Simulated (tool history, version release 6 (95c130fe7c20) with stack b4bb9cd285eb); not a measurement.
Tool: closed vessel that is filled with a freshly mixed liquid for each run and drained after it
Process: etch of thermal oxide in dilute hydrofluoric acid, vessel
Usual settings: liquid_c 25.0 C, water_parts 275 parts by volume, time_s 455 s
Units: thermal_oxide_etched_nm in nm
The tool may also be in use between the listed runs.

run,hour,liquid_c,water_parts,time_s,"read-back film thickness of the thermal oxide reference wafer, read on the same gauge (nm)",thermal_oxide_etched_nm
1,0.0,25.0,330,455,128.85,5.16
2,105.2,25.0,275,455,128.30,6.48
3,160.7,25.0,275,455,128.04,6.42
4,267.7,25.0,335,455,127.47,5.04
5,361.0,25.0,275,670,126.99,9.43
6,429.1,25.0,275,670,126.63,9.46
7,498.2,25.0,275,275,126.24,3.91
# hour 508.6: hydrofluoric acid flow meter replaced
# hour 564.4: gauge calibrated
8,582.0,21.5,275,455,129.85,5.81
9,659.0,25.0,275,455,129.45,6.50
10,765.2,25.0,275,455,128.91,6.51
11,814.5,25.0,275,455,128.68,6.53
12,916.9,21.5,395,455,128.13,3.61
13,1017.5,29.0,370,360,127.61,3.89
14,1098.1,28.5,275,455,127.16,7.19
15,1171.2,22.0,275,605,126.78,7.66
# hour 1182.4: thermometer replaced
16,1265.5,25.0,335,455,126.32,4.90
17,1323.6,21.5,275,300,126.03,3.76
18,1389.8,23.0,355,455,125.69,4.25
19,1478.2,25.0,140,545,125.20,17.33
20,1558.5,29.5,410,455,124.80,4.26

What the log doesn't show, run by run:
liquid colder than its thermometer reads (K): 0 in every run
hydrofluoric acid flow below the setpoint (%): 0 in every run
H1: gauge reads high (%)
run,H1
1,-0.868
2,-1.29
3,-1.51
4,-1.94
5,-2.31
6,-2.58
7,-2.86
8,-0.0964
9,-0.404
10,-0.829
11,-1.03
12,-1.44
13,-1.84
14,-2.16
15,-2.45
16,-2.83
17,-3.06
18,-3.33
19,-3.68
20,-4
